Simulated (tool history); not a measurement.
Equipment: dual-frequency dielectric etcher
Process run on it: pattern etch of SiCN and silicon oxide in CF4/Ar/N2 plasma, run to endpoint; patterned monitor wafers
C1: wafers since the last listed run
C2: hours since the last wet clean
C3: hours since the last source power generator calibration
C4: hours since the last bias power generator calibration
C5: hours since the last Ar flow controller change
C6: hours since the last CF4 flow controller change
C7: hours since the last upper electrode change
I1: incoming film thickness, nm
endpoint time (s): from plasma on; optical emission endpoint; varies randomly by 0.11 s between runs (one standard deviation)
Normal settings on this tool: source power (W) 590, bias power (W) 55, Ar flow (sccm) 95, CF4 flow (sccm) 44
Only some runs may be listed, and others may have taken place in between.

run 1 day=0 | source_power_(W)=450 bias_power_(W)=46 Ar_flow_(sccm)=95 CF4_flow_(sccm)=36 | C1=0 C2=408.9 C3=3643.6 C4=4431.7 C5=3414.9 C6=13.9 C7=2761.2 | I1=10.7 | endpoint_time_(s)=19.1
run 2 day=0.671 | source_power_(W)=590 bias_power_(W)=55 Ar_flow_(sccm)=95 CF4_flow_(sccm)=44 | C1=281 C2=425 C3=3659.7 C4=4447.8 C5=3431 C6=30 C7=2777.3 | I1=10.67 | endpoint_time_(s)=12.8
run 3 day=1.233 | source_power_(W)=590 bias_power_(W)=47 Ar_flow_(sccm)=95 CF4_flow_(sccm)=44 | C1=235 C2=438.5 C3=3673.2 C4=4461.3 C5=3444.5 C6=43.5 C7=2790.8 | I1=10.57 | endpoint_time_(s)=13.4
run 4 day=1.717 | source_power_(W)=590 bias_power_(W)=50 Ar_flow_(sccm)=95 CF4_flow_(sccm)=44 | C1=202 C2=450.1 C3=3684.8 C4=4472.9 C5=3456.1 C6=55.1 C7=2802.4 | I1=10.72 | endpoint_time_(s)=13.2
run 5 day=2.067 | source_power_(W)=590 bias_power_(W)=55 Ar_flow_(sccm)=88 CF4_flow_(sccm)=47 | C1=146 C2=458.5 C3=3693.2 C4=4481.3 C5=3464.5 C6=63.5 C7=2810.8 | I1=10.69 | endpoint_time_(s)=12.3
-- day=3.562 wet clean of the chamber
run 6 day=3.583 | source_power_(W)=590 bias_power_(W)=55 Ar_flow_(sccm)=82 CF4_flow_(sccm)=44 | C1=216 C2=0.5 C3=3729.6 C4=4517.7 C5=3500.9 C6=99.9 C7=2847.2 | I1=10.78 | endpoint_time_(s)=12.4
run 7 day=3.596 | source_power_(W)=710 bias_power_(W)=44 Ar_flow_(sccm)=95 CF4_flow_(sccm)=48 | C1=5 C2=0.8 C3=3729.9 C4=4518 C5=3501.2 C6=100.2 C7=2847.5 | I1=10.7 | endpoint_time_(s)=10.8
run 8 day=3.608 | source_power_(W)=590 bias_power_(W)=55 Ar_flow_(sccm)=95 CF4_flow_(sccm)=55 | C1=5 C2=1.1 C3=3730.2 C4=4518.3 C5=3501.5 C6=100.5 C7=2847.8 | I1=10.71 | endpoint_time_(s)=12.5
run 9 day=3.933 | source_power_(W)=590 bias_power_(W)=55 Ar_flow_(sccm)=95 CF4_flow_(sccm)=44 | C1=136 C2=8.9 C3=3738 C4=4526.1 C5=3509.3 C6=108.3 C7=2855.6 | I1=10.67 | endpoint_time_(s)=13
-- day=4.508 bias power generator calibrated
run 10 day=4.529 | source_power_(W)=640 bias_power_(W)=60 Ar_flow_(sccm)=75 CF4_flow_(sccm)=34 | C1=179 C2=23.2 C3=3752.3 C4=0.5 C5=3523.6 C6=122.6 C7=2869.9 | I1=10.72 | endpoint_time_(s)=11.2
run 11 day=4.904 | source_power_(W)=470 bias_power_(W)=59 Ar_flow_(sccm)=111 CF4_flow_(sccm)=40 | C1=157 C2=32.2 C3=3761.3 C4=9.5 C5=3532.6 C6=131.6 C7=2878.9 | I1=10.81 | endpoint_time_(s)=17
-- day=6.025 Ar flow controller replaced
-- day=6.246 upper electrode replaced
run 12 day=6.267 | source_power_(W)=720 bias_power_(W)=46 Ar_flow_(sccm)=110 CF4_flow_(sccm)=40 | C1=374 C2=64.9 C3=3794 C4=42.2 C5=5.8 C6=164.3 C7=0.5 | I1=10.71 | endpoint_time_(s)=11.4
run 13 day=6.504 | source_power_(W)=590 bias_power_(W)=55 Ar_flow_(sccm)=95 CF4_flow_(sccm)=44 | C1=99 C2=70.6 C3=3799.7 C4=47.9 C5=11.5 C6=170 C7=6.2 | I1=10.69 | endpoint_time_(s)=12.9
-- day=6.725 source power generator calibrated
run 14 day=7.188 | source_power_(W)=680 bias_power_(W)=55 Ar_flow_(sccm)=95 CF4_flow_(sccm)=33 | C1=216 C2=87 C3=11.1 C4=64.3 C5=27.9 C6=186.4 C7=22.6 | I1=10.6 | endpoint_time_(s)=11.5
run 15 day=7.704 | source_power_(W)=590 bias_power_(W)=55 Ar_flow_(sccm)=88 CF4_flow_(sccm)=47 | C1=216 C2=99.4 C3=23.5 C4=76.7 C5=40.3 C6=198.8 C7=35 | I1=10.75 | endpoint_time_(s)=12.6
run 16 day=8.171 | source_power_(W)=490 bias_power_(W)=55 Ar_flow_(sccm)=95 CF4_flow_(sccm)=36 | C1=195 C2=110.6 C3=34.7 C4=87.9 C5=51.5 C6=210 C7=46.2 | I1=10.71 | endpoint_time_(s)=16.3
run 17 day=8.667 | source_power_(W)=590 bias_power_(W)=41 Ar_flow_(sccm)=104 CF4_flow_(sccm)=39 | C1=207 C2=122.5 C3=46.6 C4=99.8 C5=63.4 C6=221.9 C7=58.1 | I1=10.62 | endpoint_time_(s)=14.3
run 18 day=9.325 | source_power_(W)=590 bias_power_(W)=43 Ar_flow_(sccm)=95 CF4_flow_(sccm)=44 | C1=275 C2=138.3 C3=62.4 C4=115.6 C5=79.2 C6=237.7 C7=73.9 | I1=10.66 | endpoint_time_(s)=13.7
run 19 day=9.575 | source_power_(W)=590 bias_power_(W)=55 Ar_flow_(sccm)=95 CF4_flow_(sccm)=44 | C1=104 C2=144.3 C3=68.4 C4=121.6 C5=85.2 C6=243.7 C7=79.9 | I1=10.67 | endpoint_time_(s)=12.7
run 20 day=9.954 | source_power_(W)=590 bias_power_(W)=67 Ar_flow_(sccm)=95 CF4_flow_(sccm)=44 | C1=158 C2=153.4 C3=77.5 C4=130.7 C5=94.3 C6=252.8 C7=89 | I1=10.7 | endpoint_time_(s)=12.3
run 21 day=10.483 | source_power_(W)=590 bias_power_(W)=55 Ar_flow_(sccm)=95 CF4_flow_(sccm)=44 | C1=221 C2=166.1 C3=90.2 C4=143.4 C5=107 C6=265.5 C7=101.7 | I1=10.62 | endpoint_time_(s)=12.8
run 22 day=10.979 | source_power_(W)=590 bias_power_(W)=55 Ar_flow_(sccm)=95 CF4_flow_(sccm)=44 | C1=207 C2=178 C3=102.1 C4=155.3 C5=118.9 C6=277.4 C7=113.6 | I1=10.68 | endpoint_time_(s)=12.7
run 23 day=12.992 | source_power_(W)=650 bias_power_(W)=55 Ar_flow_(sccm)=95 CF4_flow_(sccm)=36 | C1=843 C2=226.3 C3=150.4 C4=203.6 C5=167.2 C6=325.7 C7=161.9 | I1=10.67 | endpoint_time_(s)=11.7
run 24 day=13.246 | source_power_(W)=480 bias_power_(W)=50 Ar_flow_(sccm)=81 CF4_flow_(sccm)=40 | C1=106 C2=232.4 C3=156.5 C4=209.7 C5=173.3 C6=331.8 C7=168 | I1=10.81 | endpoint_time_(s)=16.4

Hidden condition of the tool, last listed run before each entry between runs versus first listed run after:
In the gap between runs 5 and 6: wet clean of the chamber (day 3.562)
  both runs share identical hidden conditions
In the gap between runs 9 and 10: bias power generator calibrated (day 4.508)
  both runs share identical hidden conditions
In the gap between runs 11 and 12: Ar flow controller replaced (day 6.025); upper electrode replaced (day 6.246)
  both runs share identical hidden conditions
In the gap between runs 13 and 14: source power generator calibrated (day 6.725)
  both runs share identical hidden conditions
